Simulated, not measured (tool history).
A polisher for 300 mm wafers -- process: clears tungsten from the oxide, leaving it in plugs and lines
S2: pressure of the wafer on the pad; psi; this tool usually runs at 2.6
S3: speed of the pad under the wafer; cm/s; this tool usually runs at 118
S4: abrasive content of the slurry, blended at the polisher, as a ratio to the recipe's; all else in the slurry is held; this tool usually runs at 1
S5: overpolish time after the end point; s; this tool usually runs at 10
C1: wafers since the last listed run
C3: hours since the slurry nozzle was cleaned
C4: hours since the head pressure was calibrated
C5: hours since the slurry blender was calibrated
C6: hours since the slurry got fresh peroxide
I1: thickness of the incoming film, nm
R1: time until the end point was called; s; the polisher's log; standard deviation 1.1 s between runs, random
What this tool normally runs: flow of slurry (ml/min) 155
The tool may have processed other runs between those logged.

{"run": 1, "hour": 0.0, "flow of slurry (ml/min)": 155, "S2": 2.6, "S3": 118, "S4": 1, "S5": 10, "C1": 0, "wafers polished on this pad": 4, "C3": 520.2, "C4": 935, "C5": 184, "C6": 16.8, "I1": 311.9, "R1": 87.8}
{"hour": 15.0, "done": "slurry blender recalibrated"}
{"run": 2, "hour": 15.5, "flow of slurry (ml/min)": 155, "S2": 2.6, "S3": 118, "S4": 1, "S5": 10, "C1": 132, "wafers polished on this pad": 136, "C3": 535.7, "C4": 950.5, "C5": 0.5, "C6": 32.3, "I1": 308.8, "R1": 86.3}
{"run": 3, "hour": 21.8, "flow of slurry (ml/min)": 155, "S2": 2.6, "S3": 118, "S4": 1, "S5": 10, "C1": 61, "wafers polished on this pad": 198, "C3": 542, "C4": 956.8, "C5": 6.8, "C6": 38.6, "I1": 313.7, "R1": 90.5}
{"run": 4, "hour": 33.1, "flow of slurry (ml/min)": 155, "S2": 3.1, "S3": 118, "S4": 1, "S5": 10, "C1": 110, "wafers polished on this pad": 309, "C3": 553.3, "C4": 968.1, "C5": 18.1, "C6": 49.9, "I1": 309.9, "R1": 73.9}
{"run": 5, "hour": 42.5, "flow of slurry (ml/min)": 155, "S2": 3.1, "S3": 118, "S4": 1, "S5": 10, "C1": 92, "wafers polished on this pad": 401, "C3": 562.7, "C4": 977.5, "C5": 27.5, "C6": 59.3, "I1": 307.2, "R1": 73.2}
{"run": 6, "hour": 57.7, "flow of slurry (ml/min)": 155, "S2": 3.1, "S3": 118, "S4": 1, "S5": 10, "C1": 148, "wafers polished on this pad": 550, "C3": 577.9, "C4": 992.7, "C5": 42.7, "C6": 74.5, "I1": 309, "R1": 75.6}
{"run": 7, "hour": 71.7, "flow of slurry (ml/min)": 155, "S2": 2.6, "S3": 148, "S4": 1, "S5": 10, "C1": 137, "wafers polished on this pad": 687, "C3": 591.9, "C4": 1006.7, "C5": 56.7, "C6": 88.5, "I1": 311.9, "R1": 70.6}
{"hour": 112.7, "done": "slurry tank refilled with fresh slurry and peroxide"}
{"run": 8, "hour": 118.5, "flow of slurry (ml/min)": 155, "S2": 2.6, "S3": 118, "S4": 1, "S5": 10, "C1": 448, "wafers polished on this pad": 1136, "C3": 638.7, "C4": 1053.5, "C5": 103.5, "C6": 5.8, "I1": 307.7, "R1": 90.9}
{"hour": 122.6, "done": "worn pad replaced by a new one"}
{"run": 9, "hour": 126.4, "flow of slurry (ml/min)": 155, "S2": 2.6, "S3": 118, "S4": 1, "S5": 10, "C1": 38, "wafers polished on this pad": 37, "C3": 646.6, "C4": 1061.4, "C5": 111.4, "C6": 13.7, "I1": 314.2, "R1": 92.2}
{"run": 10, "hour": 134.5, "flow of slurry (ml/min)": 155, "S2": 3.3, "S3": 118, "S4": 1, "S5": 10, "C1": 79, "wafers polished on this pad": 116, "C3": 654.7, "C4": 1069.5, "C5": 119.5, "C6": 21.8, "I1": 315.9, "R1": 71.6}
{"hour": 166.8, "done": "slurry nozzle cleaned"}
{"run": 11, "hour": 181.8, "flow of slurry (ml/min)": 155, "S2": 2.2, "S3": 118, "S4": 1, "S5": 10, "C1": 453, "wafers polished on this pad": 570, "C3": 15, "C4": 1116.8, "C5": 166.8, "C6": 69.1, "I1": 303.2, "R1": 87.4}
{"hour": 189.9, "done": "head pressure recalibrated"}
{"run": 12, "hour": 193.7, "flow of slurry (ml/min)": 155, "S2": 2.6, "S3": 118, "S4": 1, "S5": 10, "C1": 96, "wafers polished on this pad": 667, "C3": 26.9, "C4": 3.8, "C5": 178.7, "C6": 81, "I1": 309.9, "R1": 76.9}
{"run": 13, "hour": 199.9, "flow of slurry (ml/min)": 155, "S2": 2.6, "S3": 118, "S4": 1, "S5": 10, "C1": 60, "wafers polished on this pad": 727, "C3": 33.1, "C4": 10, "C5": 184.9, "C6": 87.2, "I1": 312.9, "R1": 80.2}
{"hour": 206.6, "done": "slurry blender recalibrated"}
{"run": 14, "hour": 211.7, "flow of slurry (ml/min)": 155, "S2": 2.6, "S3": 118, "S4": 1, "S5": 10, "C1": 96, "wafers polished on this pad": 823, "C3": 44.9, "C4": 21.8, "C5": 5.1, "C6": 99, "I1": 313.6, "R1": 79.6}
{"hour": 233.0, "done": "slurry tank refilled with fresh slurry and peroxide"}
{"hour": 244.5, "done": "worn pad replaced by a new one"}
{"run": 15, "hour": 254.8, "flow of slurry (ml/min)": 155, "S2": 3, "S3": 118, "S4": 1, "S5": 10, "C1": 373, "wafers polished on this pad": 101, "C3": 88, "C4": 64.9, "C5": 48.2, "C6": 21.8, "I1": 314.3, "R1": 69.3}
{"run": 16, "hour": 267.4, "flow of slurry (ml/min)": 155, "S2": 2.6, "S3": 118, "S4": 1, "S5": 10, "C1": 123, "wafers polished on this pad": 224, "C3": 100.6, "C4": 77.5, "C5": 60.8, "C6": 34.4, "I1": 312.4, "R1": 80.3}
{"run": 17, "hour": 278.9, "flow of slurry (ml/min)": 155, "S2": 2.6, "S3": 118, "S4": 1, "S5": 10, "C1": 112, "wafers polished on this pad": 337, "C3": 112.1, "C4": 89, "C5": 72.3, "C6": 45.9, "I1": 307.2, "R1": 77.7}
{"run": 18, "hour": 285.1, "flow of slurry (ml/min)": 155, "S2": 3.3, "S3": 136, "S4": 1, "S5": 8, "C1": 60, "wafers polished on this pad": 397, "C3": 118.3, "C4": 95.2, "C5": 78.5, "C6": 52.1, "I1": 308.4, "R1": 54.7}
{"run": 19, "hour": 299.6, "flow of slurry (ml/min)": 125, "S2": 2.6, "S3": 118, "S4": 0.75, "S5": 7, "C1": 142, "wafers polished on this pad": 539, "C3": 132.8, "C4": 109.7, "C5": 93, "C6": 66.6, "I1": 314, "R1": 94.7}
{"run": 20, "hour": 310.9, "flow of slurry (ml/min)": 155, "S2": 2.6, "S3": 160, "S4": 0.75, "S5": 10, "C1": 110, "wafers polished on this pad": 650, "C3": 144.1, "C4": 121, "C5": 104.3, "C6": 77.9, "I1": 307, "R1": 65.1}
{"run": 21, "hour": 324.0, "flow of slurry (ml/min)": 140, "S2": 2.6, "S3": 118, "S4": 1, "S5": 15, "C1": 128, "wafers polished on this pad": 779, "C3": 157.2, "C4": 134.1, "C5": 117.4, "C6": 91, "I1": 310.5, "R1": 80.3}
{"run": 22, "hour": 333.7, "flow of slurry (ml/min)": 155, "S2": 2.6, "S3": 118, "S4": 0.7, "S5": 10, "C1": 95, "wafers polished on this pad": 874, "C3": 166.9, "C4": 143.8, "C5": 127.1, "C6": 100.7, "I1": 315.4, "R1": 91.2}
{"run": 23, "hour": 348.1, "flow of slurry (ml/min)": 135, "S2": 2.2, "S3": 86, "S4": 1, "S5": 6, "C1": 141, "wafers polished on this pad": 1015, "C3": 181.3, "C4": 158.2, "C5": 141.5, "C6": 115.1, "I1": 312.2, "R1": 130.1}
{"hour": 357.0, "done": "slurry tank refilled with fresh slurry and peroxide"}
{"hour": 365.3, "done": "worn pad replaced by a new one"}
{"run": 24, "hour": 365.8, "flow of slurry (ml/min)": 155, "S2": 2.6, "S3": 104, "S4": 1, "S5": 12, "C1": 124, "wafers polished on this pad": 5, "C3": 199, "C4": 175.9, "C5": 159.2, "C6": 8.8, "I1": 307.6, "R1": 87.5}
{"run": 25, "hour": 378.6, "flow of slurry (ml/min)": 155, "S2": 2.6, "S3": 118, "S4": 1.25, "S5": 12, "C1": 125, "wafers polished on this pad": 130, "C3": 211.8, "C4": 188.7, "C5": 172, "C6": 21.6, "I1": 312.1, "R1": 76.1}
{"run": 26, "hour": 385.8, "flow of slurry (ml/min)": 155, "S2": 2.6, "S3": 118, "S4": 1, "S5": 10, "C1": 70, "wafers polished on this pad": 201, "C3": 219, "C4": 195.9, "C5": 179.2, "C6": 28.8, "I1": 306.3, "R1": 78.6}
{"hour": 393.6, "done": "slurry blender recalibrated"}
{"run": 27, "hour": 394.1, "flow of slurry (ml/min)": 155, "S2": 2.9, "S3": 118, "S4": 1, "S5": 10, "C1": 61, "wafers polished on this pad": 262, "C3": 227.3, "C4": 204.2, "C5": 0.5, "C6": 37.1, "I1": 307.7, "R1": 71.8}

Below are 3 alternative next runs, each starting from the tool's condition after run 27. Predict each:
{"run": "A", "hour": 394.6, "flow of slurry (ml/min)": 155, "S2": 2.6, "S3": 118, "S4": 1, "S5": 10, "C1": 4, "wafers polished on this pad": 267, "C3": 227.8, "C4": 204.7, "C5": 1, "C6": 37.6, "I1": 308.8, "R1": "?"}
{"run": "B", "hour": 394.6, "flow of slurry (ml/min)": 110, "S2": 1.9, "S3": 118, "S4": 1.1, "S5": 10, "C1": 4, "wafers polished on this pad": 267, "C3": 227.8, "C4": 204.7, "C5": 1, "C6": 37.6, "I1": 308.8, "R1": "?"}
{"run": "C", "hour": 394.6, "flow of slurry (ml/min)": 135, "S2": 3.3, "S3": 156, "S4": 1, "S5": 13, "C1": 4, "wafers polished on this pad": 267, "C3": 227.8, "C4": 204.7, "C5": 1, "C6": 37.6, "I1": 308.8, "R1": "?"}

run=A R1=80.6
run=B R1=117.4
run=C R1=50
What these runs would have given with no unlogged condition in the tool:
run=A R1=77.5
run=B R1=111.1
run=C R1=47.8

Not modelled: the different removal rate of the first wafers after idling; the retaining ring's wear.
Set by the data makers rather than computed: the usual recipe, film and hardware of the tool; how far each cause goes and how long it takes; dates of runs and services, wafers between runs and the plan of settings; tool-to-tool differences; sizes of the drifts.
